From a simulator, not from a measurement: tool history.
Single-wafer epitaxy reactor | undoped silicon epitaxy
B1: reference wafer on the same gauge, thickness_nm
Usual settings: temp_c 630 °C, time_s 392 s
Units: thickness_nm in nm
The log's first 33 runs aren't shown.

{"run": 34, "day": 20.379, "temp_c": 630, "time_s": 392, "B1": 40.802, "thickness_nm": 44.02}
{"run": 35, "day": 20.767, "temp_c": 626, "time_s": 413, "B1": 40.814, "thickness_nm": 41.793}
{"run": 36, "day": 21.204, "temp_c": 616, "time_s": 344, "B1": 40.813, "thickness_nm": 26.711}
{"run": 37, "day": 21.704, "temp_c": 621, "time_s": 392, "B1": 40.81, "thickness_nm": 34.745}
{"run": 38, "day": 22.412, "temp_c": 630, "time_s": 392, "B1": 40.815, "thickness_nm": 43.82}
{"run": 39, "day": 22.838, "temp_c": 634, "time_s": 428, "B1": 40.801, "thickness_nm": 53.331}
{"run": 40, "day": 23.154, "temp_c": 630, "time_s": 392, "B1": 40.785, "thickness_nm": 44.433}
{"run": 41, "day": 23.796, "temp_c": 630, "time_s": 392, "B1": 40.788, "thickness_nm": 44.272}
{"run": 42, "day": 24.312, "temp_c": 630, "time_s": 392, "B1": 40.787, "thickness_nm": 43.891}
{"run": 43, "day": 24.804, "temp_c": 630, "time_s": 392, "B1": 40.78, "thickness_nm": 44.155}
{"run": 44, "day": 25.129, "temp_c": 623, "time_s": 317, "B1": 40.795, "thickness_nm": 29.668}

Forecast each of these 5 alternatives for the next run:
{"run": "A", "day": 25.15, "temp_c": 630, "time_s": 462, "B1": "?", "thickness_nm": "?"}
{"run": "B", "day": 25.15, "temp_c": 638, "time_s": 415, "B1": "?", "thickness_nm": "?"}
{"run": "C", "day": 25.15, "temp_c": 620, "time_s": 418, "B1": "?", "thickness_nm": "?"}
{"run": "D", "day": 25.15, "temp_c": 640, "time_s": 349, "B1": "?", "thickness_nm": "?"}
{"run": "E", "day": 25.15, "temp_c": 625, "time_s": 333, "B1": "?", "thickness_nm": "?"}

run=A B1=40.775 thickness_nm=51.813
run=B B1=40.775 thickness_nm=57.168
run=C B1=40.775 thickness_nm=36.038
run=D B1=40.775 thickness_nm=50.581
run=E B1=40.775 thickness_nm=32.771
Without the tool's hidden state the same runs would have given:
run=A thickness_nm=52.132
run=B thickness_nm=57.514
run=C thickness_nm=36.266
run=D thickness_nm=50.885
run=E thickness_nm=32.976
